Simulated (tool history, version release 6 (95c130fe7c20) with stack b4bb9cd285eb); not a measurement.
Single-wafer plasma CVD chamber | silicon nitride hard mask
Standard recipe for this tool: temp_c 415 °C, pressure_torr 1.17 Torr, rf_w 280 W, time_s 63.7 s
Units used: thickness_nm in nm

| run | hour | temp_c | pressure_torr | rf_w | time_s | read-back reference wafer on the same gauge, thickness_nm | thickness_nm |
|---|---|---|---|---|---|---|---|
| 1 | 0 | 415 | 1.17 | 320 | 63.7 | 62.082 | 70.509 |
| 2 | 14.3 | 415 | 1.17 | 280 | 63.7 | 62.106 | 65.127 |
| 3 | 23.8 | 415 | 1.17 | 280 | 63.7 | 62.134 | 65.154 |
| 4 | 34.5 | 415 | 1.17 | 280 | 63.7 | 62.121 | 65.188 |
| 5 | 50.3 | 415 | 1.17 | 280 | 63.7 | 62.067 | 64.999 |
| 6 | 58.2 | 415 | 1.17 | 280 | 63.7 | 62.088 | 65.051 |
| 7 | 75.2 | 415 | 1.17 | 280 | 63.7 | 62.094 | 64.847 |
| 8 | 92.9 | 415 | 1.17 | 280 | 63.7 | 62.084 | 65.022 |
|  | 115.7 | thermocouple changed; heater temperature recalibrated |
| 9 | 116.2 | 415 | 1.17 | 280 | 63.7 | 62.127 | 64.794 |
| 10 | 120.4 | 415 | 1.17 | 280 | 63.7 | 62.14 | 64.776 |
|  | 133.2 | showerhead replaced |
|  | 141.8 | RF generator calibrated |
| 11 | 142.3 | 415 | 1.17 | 280 | 63.7 | 62.131 | 66.765 |
|  | 152.7 | capacitance manometer re-zeroed and calibrated |
| 12 | 153.3 | 415 | 1.17 | 280 | 63.7 | 62.052 | 66.944 |
| 13 | 162.5 | 415 | 1.17 | 280 | 63.7 | 62.08 | 66.82 |
| 14 | 172 | 415 | 1.17 | 280 | 63.7 | 62.123 | 66.89 |
|  | 177.7 | gauge calibrated |
| 15 | 185.5 | 425 | 1.17 | 280 | 63.7 | 62.076 | 66.499 |

Predict the results of run 16:
| 16 | 200.6 | 427 | 1.44 | 315 | 60.2 | ? | ? |

read-back reference wafer on the same gauge, thickness_nm: 62.133
thickness_nm: 71.786 nm
Had the tool carried no hidden state, the very same run would have given thickness_nm 71.958 nm.
